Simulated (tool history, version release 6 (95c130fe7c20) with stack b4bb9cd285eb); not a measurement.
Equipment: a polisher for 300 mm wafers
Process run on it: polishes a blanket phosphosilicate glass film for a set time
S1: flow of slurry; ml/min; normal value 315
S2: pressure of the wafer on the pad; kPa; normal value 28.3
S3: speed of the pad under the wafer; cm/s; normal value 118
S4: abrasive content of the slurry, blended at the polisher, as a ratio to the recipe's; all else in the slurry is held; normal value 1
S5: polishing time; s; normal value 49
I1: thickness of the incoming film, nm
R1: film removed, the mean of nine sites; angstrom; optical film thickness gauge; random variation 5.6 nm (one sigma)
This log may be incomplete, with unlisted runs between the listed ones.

{"run": 1, "hour": 0.0, "S1": 315, "S2": 28.3, "S3": 118, "S4": 1, "S5": 49, "I1": 3381.4, "R1": 7390}
{"run": 2, "hour": 33.4, "S1": 315, "S2": 28.3, "S3": 118, "S4": 1, "S5": 49, "I1": 3308.3, "R1": 7429}
{"run": 3, "hour": 52.4, "S1": 315, "S2": 28.3, "S3": 118, "S4": 0.85, "S5": 57, "I1": 3309.8, "R1": 8316}
{"hour": 72.6, "done": "worn pad replaced by a new one"}
{"run": 4, "hour": 76.2, "S1": 315, "S2": 28.3, "S3": 118, "S4": 1, "S5": 49, "I1": 3308.3, "R1": 7434}
{"run": 5, "hour": 88.9, "S1": 315, "S2": 28.3, "S3": 118, "S4": 1, "S5": 49, "I1": 3367.5, "R1": 7396}
{"run": 6, "hour": 120.2, "S1": 315, "S2": 28.3, "S3": 118, "S4": 1, "S5": 49, "I1": 3403.9, "R1": 7404}
{"run": 7, "hour": 139.1, "S1": 315, "S2": 28.3, "S3": 118, "S4": 1, "S5": 49, "I1": 3368.8, "R1": 7374}
{"hour": 166.3, "done": "worn pad replaced by a new one"}
{"run": 8, "hour": 173.2, "S1": 315, "S2": 28.3, "S3": 118, "S4": 1.1, "S5": 49, "I1": 3316, "R1": 7672}
{"run": 9, "hour": 196.9, "S1": 315, "S2": 28.3, "S3": 118, "S4": 1.1, "S5": 49, "I1": 3351.7, "R1": 7552}
{"run": 10, "hour": 228.1, "S1": 315, "S2": 28.3, "S3": 118, "S4": 0.85, "S5": 49, "I1": 3332, "R1": 6919}
{"run": 11, "hour": 263.6, "S1": 315, "S2": 28.3, "S3": 118, "S4": 0.8, "S5": 49, "I1": 3310.2, "R1": 6767}
{"hour": 270.8, "done": "worn pad replaced by a new one"}
{"hour": 286.1, "done": "head pressure recalibrated"}
{"run": 12, "hour": 287.3, "S1": 315, "S2": 28.3, "S3": 118, "S4": 1, "S5": 49, "I1": 3369.4, "R1": 7064}
{"hour": 310.9, "done": "conditioning disc replaced and pad reconditioned"}
{"run": 13, "hour": 313.1, "S1": 315, "S2": 28.3, "S3": 118, "S4": 1, "S5": 49, "I1": 3304.6, "R1": 7039}
{"hour": 322.5, "done": "slurry nozzle cleaned"}
{"run": 14, "hour": 332.4, "S1": 390, "S2": 24.8, "S3": 118, "S4": 1, "S5": 49, "I1": 3377.2, "R1": 6990}
{"hour": 348.9, "done": "slurry blender recalibrated"}
{"run": 15, "hour": 352.1, "S1": 260, "S2": 35.9, "S3": 118, "S4": 1.15, "S5": 49, "I1": 3339.7, "R1": 8849}
{"run": 16, "hour": 364.6, "S1": 315, "S2": 33.1, "S3": 118, "S4": 1, "S5": 36, "I1": 3347.7, "R1": 6056}
{"hour": 375.2, "done": "worn pad replaced by a new one"}
{"run": 17, "hour": 385.9, "S1": 315, "S2": 28.3, "S3": 118, "S4": 1, "S5": 49, "I1": 3348.3, "R1": 7557}
{"run": 18, "hour": 418.9, "S1": 315, "S2": 33.1, "S3": 118, "S4": 1, "S5": 43, "I1": 3305.5, "R1": 7205}
{"run": 19, "hour": 450.9, "S1": 370, "S2": 28.3, "S3": 98, "S4": 1, "S5": 49, "I1": 3301.6, "R1": 6504}
{"run": 20, "hour": 465.3, "S1": 315, "S2": 28.3, "S3": 118, "S4": 1, "S5": 49, "I1": 3364.6, "R1": 7400}
{"hour": 482.6, "done": "worn pad replaced by a new one"}
{"run": 21, "hour": 489.9, "S1": 315, "S2": 28.3, "S3": 100, "S4": 0.9, "S5": 49, "I1": 3363.2, "R1": 6305}
{"run": 22, "hour": 523.4, "S1": 410, "S2": 28.3, "S3": 118, "S4": 1.15, "S5": 54, "I1": 3360.4, "R1": 8615}

Branching from run 22: 4 alternative next runs. What would each branch give?
{"run": "A", "hour": 523.8, "S1": 315, "S2": 28.3, "S3": 118, "S4": 1, "S5": 49, "I1": 3382.8, "R1": "?"}
{"run": "B", "hour": 523.8, "S1": 315, "S2": 28.3, "S3": 80, "S4": 0.8, "S5": 40, "I1": 3382.8, "R1": "?"}
{"run": "C", "hour": 523.8, "S1": 315, "S2": 31, "S3": 118, "S4": 1, "S5": 34, "I1": 3382.8, "R1": "?"}
{"run": "D", "hour": 523.8, "S1": 385, "S2": 31.7, "S3": 118, "S4": 1, "S5": 37, "I1": 3382.8, "R1": "?"}

run=A R1=7364
run=B R1=4148
run=C R1=5419
run=D R1=6089
What these runs would have given with no unlogged condition in the tool:
run=A R1=7496
run=B R1=4223
run=C R1=5517
run=D R1=6181

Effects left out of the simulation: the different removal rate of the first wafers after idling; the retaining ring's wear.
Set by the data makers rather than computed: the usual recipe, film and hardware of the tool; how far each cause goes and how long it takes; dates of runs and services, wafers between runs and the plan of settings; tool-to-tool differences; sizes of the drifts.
